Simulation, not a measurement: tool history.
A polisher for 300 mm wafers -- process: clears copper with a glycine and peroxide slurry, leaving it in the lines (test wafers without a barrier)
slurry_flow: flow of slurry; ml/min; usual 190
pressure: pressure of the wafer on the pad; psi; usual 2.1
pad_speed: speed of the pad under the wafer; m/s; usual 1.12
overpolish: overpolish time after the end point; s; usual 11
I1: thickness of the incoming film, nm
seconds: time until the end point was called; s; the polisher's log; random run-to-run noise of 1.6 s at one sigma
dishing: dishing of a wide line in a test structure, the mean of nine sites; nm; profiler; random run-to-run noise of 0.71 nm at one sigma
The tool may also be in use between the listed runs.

run 1 day=0 | slurry_flow=190 pressure=2.1 pad_speed=1.12 overpolish=11 | I1=617.8 | seconds=106.3 dishing=40.5
run 2 day=1.133 | slurry_flow=190 pressure=2.1 pad_speed=1.12 overpolish=11 | I1=611 | seconds=107.7 dishing=40.4
run 3 day=2.05 | slurry_flow=190 pressure=2.1 pad_speed=1.12 overpolish=11 | I1=603 | seconds=107.8 dishing=41.6
-- day=5.696 worn pad replaced by a new one
run 4 day=5.746 | slurry_flow=165 pressure=2.1 pad_speed=1.12 overpolish=11 | I1=603.9 | seconds=107.5 dishing=39.1
run 5 day=6.854 | slurry_flow=190 pressure=2.1 pad_speed=1.12 overpolish=11 | I1=602 | seconds=107.7 dishing=40.9
run 6 day=7.721 | slurry_flow=190 pressure=2.1 pad_speed=1.12 overpolish=11 | I1=612.2 | seconds=113.6 dishing=39.6
run 7 day=8.262 | slurry_flow=190 pressure=2.1 pad_speed=1.12 overpolish=11 | I1=600.4 | seconds=109.1 dishing=39.5
run 8 day=9.408 | slurry_flow=190 pressure=2.1 pad_speed=1.12 overpolish=13 | I1=601.1 | seconds=108.5 dishing=45.7
-- day=10.192 slurry nozzle cleaned
run 9 day=10.762 | slurry_flow=190 pressure=2.1 pad_speed=1.12 overpolish=13 | I1=611.4 | seconds=114.6 dishing=46.2
run 10 day=12.2 | slurry_flow=190 pressure=2.1 pad_speed=1.12 overpolish=13 | I1=619.9 | seconds=117 dishing=44.4
run 11 day=13.3 | slurry_flow=190 pressure=2.1 pad_speed=1.12 overpolish=11 | I1=614.3 | seconds=111.4 dishing=39.5
run 12 day=14.496 | slurry_flow=190 pressure=2.1 pad_speed=1.12 overpolish=7 | I1=612.8 | seconds=113.4 dishing=28
-- day=15.342 worn pad replaced by a new one
run 13 day=15.362 | slurry_flow=190 pressure=2.1 pad_speed=1.12 overpolish=7 | I1=599.1 | seconds=109.9 dishing=27.4
run 14 day=15.858 | slurry_flow=190 pressure=2.1 pad_speed=1.12 overpolish=11 | I1=611.5 | seconds=112.2 dishing=38.7
run 15 day=17.217 | slurry_flow=190 pressure=2.1 pad_speed=1.12 overpolish=11 | I1=615.1 | seconds=111.3 dishing=39.7
run 16 day=17.979 | slurry_flow=215 pressure=2.1 pad_speed=1.44 overpolish=15 | I1=613.2 | seconds=93 dishing=53.5
run 17 day=21.554 | slurry_flow=190 pressure=2.1 pad_speed=1.12 overpolish=11 | I1=609.4 | seconds=117.2 dishing=38.9

Estimate the outcome of run 18 from the log above:
run 18 day=22.412 | slurry_flow=190 pressure=2.1 pad_speed=1.12 overpolish=8 | I1=610.9 | seconds=? dishing=?

Run 18 produced seconds 118.1 s, dishing 30.5 nm.
The same run, on a tool lacking any hidden state, would have yielded seconds 108.5 s, dishing 32.8 nm.

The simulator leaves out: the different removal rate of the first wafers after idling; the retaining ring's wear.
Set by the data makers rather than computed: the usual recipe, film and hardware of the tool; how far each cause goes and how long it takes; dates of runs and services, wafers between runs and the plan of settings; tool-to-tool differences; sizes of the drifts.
